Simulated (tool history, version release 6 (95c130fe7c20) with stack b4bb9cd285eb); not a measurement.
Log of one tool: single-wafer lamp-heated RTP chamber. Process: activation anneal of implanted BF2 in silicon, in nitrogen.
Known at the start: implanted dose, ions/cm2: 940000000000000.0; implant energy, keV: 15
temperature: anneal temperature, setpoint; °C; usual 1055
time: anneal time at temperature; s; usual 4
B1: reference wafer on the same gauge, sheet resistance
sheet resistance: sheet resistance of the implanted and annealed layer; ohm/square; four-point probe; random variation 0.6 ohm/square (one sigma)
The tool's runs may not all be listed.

Run 1, day 0.000: usual settings; B1 182.89. Result: sheet resistance 196.57 ohm/square.
Run 2, day 0.421: usual settings; B1 183.29. Result: sheet resistance 196.67 ohm/square.
Run 3, day 0.908: usual settings; B1 183.04. Result: sheet resistance 195.60 ohm/square.
Run 4, day 1.308: usual settings; B1 183.05. Result: sheet resistance 195.39 ohm/square.
Run 5, day 1.567: usual settings; B1 182.92. Result: sheet resistance 195.42 ohm/square.
Run 6, day 2.275: usual settings; B1 182.91. Result: sheet resistance 195.23 ohm/square.
Run 7, day 2.533: usual settings; B1 182.82. Result: sheet resistance 195.87 ohm/square.
Run 8, day 2.783: usual settings; B1 183.16. Result: sheet resistance 194.80 ohm/square.
Run 9, day 3.321: usual settings but time 3 s; B1 183.15. Result: sheet resistance 203.25 ohm/square.
At day 4.125: gauge calibrated.
At day 4.212: pyrometer window cleaned and pyrometer calibrated.
Run 10, day 4.233: usual settings but time 3 s; B1 183.09. Result: sheet resistance 202.02 ohm/square.
Run 11, day 4.708: usual settings; B1 182.81. Result: sheet resistance 194.21 ohm/square.
At day 5.175: reflector plate cleaned.
Run 12, day 5.246: usual settings; B1 182.82. Result: sheet resistance 201.18 ohm/square.
Run 13, day 5.812: usual settings but temperature 1047 °C, time 3 s; B1 182.81. Result: sheet resistance 220.23 ohm/square.
Run 14, day 6.546: usual settings but time 6 s; B1 183.05. Result: sheet resistance 189.56 ohm/square.
Run 15, day 6.967: usual settings but temperature 1079 °C, time 3 s; B1 182.68. Result: sheet resistance 182.04 ohm/square.
Run 16, day 7.383: usual settings but temperature 1070 °C, time 6 s; B1 182.95. Result: sheet resistance 176.74 ohm/square.
Run 17, day 7.929: usual settings; B1 182.85. Result: sheet resistance 202.48 ohm/square.
Run 18, day 8.246: usual settings but temperature 1064 °C; B1 182.95. Result: sheet resistance 191.73 ohm/square.
Run 19, day 8.933: usual settings but temperature 1082 °C, time 3 s; B1 183.10. Result: sheet resistance 180.86 ohm/square.
At day 9.896: gauge calibrated.
Run 20, day 10.046: usual settings but temperature 1069 °C, time 3 s; B1 182.80. Result: sheet resistance 194.78 ohm/square.

Forecast each of these 4 alternatives for the next run:
Run A, day 10.062: usual settings but time 5 s; B1 ?. Result: sheet resistance ?.
Run B, day 10.062: usual settings but temperature 1069 °C, time 5 s; B1 ?. Result: sheet resistance ?.
Run C, day 10.062: usual settings but temperature 1029 °C, time 5 s; B1 ?. Result: sheet resistance ?.
Run D, day 10.062: usual settings but temperature 1077 °C, time 5 s; B1 ?. Result: sheet resistance ?.

run      B1  sheet resistance
  A  182.83            196.09
  B  182.83            182.21
  C  182.83            226.96
  D  182.83            175.24
Without the tool's hidden state the same runs would have given:
run  sheet resistance
  A            196.68
  B            182.72
  C            227.68
  D            175.70

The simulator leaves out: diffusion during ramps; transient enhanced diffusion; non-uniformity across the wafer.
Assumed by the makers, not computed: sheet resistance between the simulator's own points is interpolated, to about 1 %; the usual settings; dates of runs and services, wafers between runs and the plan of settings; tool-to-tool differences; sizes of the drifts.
